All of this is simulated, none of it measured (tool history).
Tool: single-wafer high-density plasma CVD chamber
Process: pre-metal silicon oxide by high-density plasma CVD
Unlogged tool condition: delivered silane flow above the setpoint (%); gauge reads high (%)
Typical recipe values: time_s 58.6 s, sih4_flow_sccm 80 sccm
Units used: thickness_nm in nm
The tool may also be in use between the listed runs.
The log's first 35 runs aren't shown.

run	day	time_s	sih4_flow_sccm	wafers since the last listed run	hours since the silane flow controller was replaced	hours since the gauge calibration	read-back reference wafer on the same gauge, thickness_nm	thickness_nm
36	39.954	53.9	89	690	413.1	448.6	407.839	442.443
37	41	54.2	91	563	438.2	473.7	407.753	453.639
38	42.442	58.6	80	776	472.8	508.3	408.049	435.326
39	43.167	53.6	95	390	490.2	525.7	408.087	465.595
40	44.396	58.6	80	661	519.7	555.2	407.905	434.821
41	45.338	58.6	80	507	542.3	577.8	408.015	436.553
42	46.333	58.6	74	536	566.2	601.7	407.978	405.779
43	47.704	54.7	68	738	599.1	634.6	408.21	350.19
44	48.325	58.6	80	334	614	649.5	407.376	436.341
45	49.546	53.9	71	657	643.3	678.8	408.084	358.949
46	50.162	58.6	70	332	658.1	693.6	408.015	387.068
47	51.175	69.5	72	545	682.4	717.9	408.134	468.528

4 ways to go on from here, each from the tool as it stands after run 47. What would each give?
A	51.192	58.6	96	8	682.8	718.3	?	?
B	51.192	51.7	96	8	682.8	718.3	?	?
C	51.192	49.2	65	8	682.8	718.3	?	?
D	51.192	51.6	80	8	682.8	718.3	?	?

run	read-back reference wafer on the same gauge, thickness_nm	thickness_nm
A	408.269	515.887
B	408.269	455.143
C	408.269	302.042
D	408.269	383.302
Without the tool's hidden state the same runs would have given:
run	thickness_nm
A	511.198
B	451.006
C	299.296
D	379.817

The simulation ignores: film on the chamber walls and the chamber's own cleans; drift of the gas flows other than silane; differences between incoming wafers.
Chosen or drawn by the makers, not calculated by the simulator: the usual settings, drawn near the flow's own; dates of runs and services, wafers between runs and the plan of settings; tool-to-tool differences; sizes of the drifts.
